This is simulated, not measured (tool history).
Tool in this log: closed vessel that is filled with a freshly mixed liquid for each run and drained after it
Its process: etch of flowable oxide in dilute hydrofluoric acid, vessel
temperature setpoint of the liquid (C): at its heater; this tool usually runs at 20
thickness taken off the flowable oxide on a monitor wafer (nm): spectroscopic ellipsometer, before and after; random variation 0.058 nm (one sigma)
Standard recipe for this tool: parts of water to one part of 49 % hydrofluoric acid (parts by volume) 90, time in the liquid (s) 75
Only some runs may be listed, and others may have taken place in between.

run   hour  temperature setpoint of the liquid (C)  parts of water to one part of 49 % hydrofluoric acid (parts by volume)  time in the liquid (s)  read-back film thickness of the flowable oxide reference wafer, read on the same gauge (nm)  thickness taken off the flowable oxide on a monitor wafer (nm)
  1      0                                      20                                                                      55                      75                                                                                       140.03                                                           30.68
  2     25                                      20                                                                      90                      55                                                                                          140                                                            13.2
  3   50.2                                      20                                                                      90                      55                                                                                       139.99                                                           13.22
  4   76.3                                      20                                                                      90                      55                                                                                          140                                                           13.21
  5  104.4                                      20                                                                      90                      75                                                                                       139.95                                                           18.03
  6  120.6                                      20                                                                      90                      75                                                                                       139.99                                                           18.03
  7  140.5                                      20                                                                      90                      75                                                                                       139.99                                                           18.11
  8  169.6                                      20                                                                     105                     110                                                                                       139.96                                                           22.32
  9  198.2                                      20                                                                     105                     110                                                                                       140.02                                                           22.45
 10  224.6                                      23                                                                      55                      75                                                                                          140                                                            34.9
 11  255.1                                      23                                                                      55                      75                                                                                          140                                                           34.91
 12  271.9                                      23                                                                      55                      75                                                                                       140.03                                                           35.12
     283.4  -- gauge calibrated
 13  286.2                                      20                                                                      90                      75                                                                                       139.97                                                              18
 14    318                                      20                                                                      90                      60                                                                                          140                                                           14.52
 15  351.8                                      20                                                                      90                      75                                                                                       139.99                                                           18.17
 16  382.9                                      20                                                                      90                      75                                                                                       139.99                                                           18.19
 17  411.6                                      17                                                                      90                     110                                                                                          140                                                           23.58
 18  429.4                                      20                                                                      90                     100                                                                                       139.99                                                            24.2
 19  451.4                                      17                                                                      60                      50                                                                                       140.05                                                           16.56
 20  474.2                                    23.5                                                                      90                      45                                                                                       139.99                                                           12.53
     479.4  -- hydrofluoric acid flow meter replaced
     500.4  -- thermometer replaced
 21  500.9                                      20                                                                      90                      75                                                                                          140                                                           17.39
 22    533                                      20                                                                      90                     110                                                                                       139.98                                                           25.38
 23  554.2                                      20                                                                     130                     120                                                                                       139.97                                                           18.31
 24    580                                    17.5                                                                     125                      90                                                                                       139.96                                                           13.04
 25  598.1                                      20                                                                      90                      75                                                                                       140.01                                                           17.42
 26  622.3                                      20                                                                      90                      75                                                                                       140.01                                                           17.36
 27  650.6                                      20                                                                     120                      75                                                                                          140                                                           12.67

Selected run-to-run steps in thickness taken off the flowable oxide on a monitor wafer (nm), each split into two signed amounts: the part the tool would show with no hidden state at all (from settings, incoming material and random variation), and the remainder, which goes to the hidden state together with any gauge scatter not common to the measured and the hidden-state-free results:
Unlogged tool condition in this case: liquid hotter than its thermometer reads (K); hydrofluoric acid flow below the setpoint (%); gauge reads high (%).
Run 1 -> 2: parts of water to one part of 49 % hydrofluoric acid (parts by volume) 55 -> 90, time in the liquid (s) 75 -> 55. thickness taken off the flowable oxide on a monitor wafer (nm) -17.48: hidden state -0.79, all else -16.69.
Run 12 -> 13: temperature setpoint of the liquid (C) 23 -> 20, parts of water to one part of 49 % hydrofluoric acid (parts by volume) 55 -> 90, gauge calibrated. thickness taken off the flowable oxide on a monitor wafer (nm) -17.12: hidden state -0.86, all else -16.26.
